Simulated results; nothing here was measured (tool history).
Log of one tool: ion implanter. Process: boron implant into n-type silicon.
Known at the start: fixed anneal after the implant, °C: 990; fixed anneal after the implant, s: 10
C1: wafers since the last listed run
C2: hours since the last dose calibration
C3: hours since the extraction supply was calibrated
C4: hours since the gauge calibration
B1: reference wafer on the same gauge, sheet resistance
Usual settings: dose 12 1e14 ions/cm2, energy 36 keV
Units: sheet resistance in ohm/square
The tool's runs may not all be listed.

run 1 hour=0 | dose=12 energy=45 | C1=0 C2=1454 C3=3554.5 C4=22.7 | B1=108.01 | sheet_resistance=105
run 2 hour=20.1 | dose=12 energy=42.5 | C1=582 C2=1474.1 C3=3574.6 C4=42.8 | B1=107.97 | sheet_resistance=105.22
run 3 hour=50.9 | dose=12 energy=36 | C1=893 C2=1504.9 C3=3605.4 C4=73.6 | B1=107.98 | sheet_resistance=105.5
run 4 hour=73.8 | dose=12 energy=36 | C1=664 C2=1527.8 C3=3628.3 C4=96.5 | B1=107.96 | sheet_resistance=105.76
run 5 hour=90.9 | dose=12 energy=36 | C1=495 C2=1544.9 C3=3645.4 C4=113.6 | B1=108.06 | sheet_resistance=105.69
run 6 hour=107.4 | dose=12 energy=36 | C1=478 C2=1561.4 C3=3661.9 C4=130.1 | B1=108.04 | sheet_resistance=105.76
run 7 hour=133 | dose=12 energy=36 | C1=742 C2=1587 C3=3687.5 C4=155.7 | B1=108 | sheet_resistance=105.29
run 8 hour=149.5 | dose=10.76 energy=36 | C1=478 C2=1603.5 C3=3704 C4=172.2 | B1=107.98 | sheet_resistance=114.17
run 9 hour=177.4 | dose=10.76 energy=36 | C1=808 C2=1631.4 C3=3731.9 C4=200.1 | B1=107.96 | sheet_resistance=114.2
run 10 hour=190.4 | dose=10.76 energy=36 | C1=376 C2=1644.4 C3=3744.9 C4=213.1 | B1=107.98 | sheet_resistance=113.97
run 11 hour=215.6 | dose=13.13 energy=36 | C1=730 C2=1669.6 C3=3770.1 C4=238.3 | B1=108.03 | sheet_resistance=98.72
-- hour=237.2 extraction supply calibrated
run 12 hour=241.3 | dose=13.13 energy=36 | C1=513 C2=1695.3 C3=4.1 C4=264 | B1=108.01 | sheet_resistance=98.8

The next listed run, before its measurement:
run 13 hour=276.8 | dose=12 energy=24 | C1=1029 C2=1730.8 C3=39.6 C4=299.5 | B1=? | sheet_resistance=?

B1: 108.03
sheet resistance: 108.12 ohm/square
Without the tool's hidden state the same run would have given sheet resistance 111.5 ohm/square.
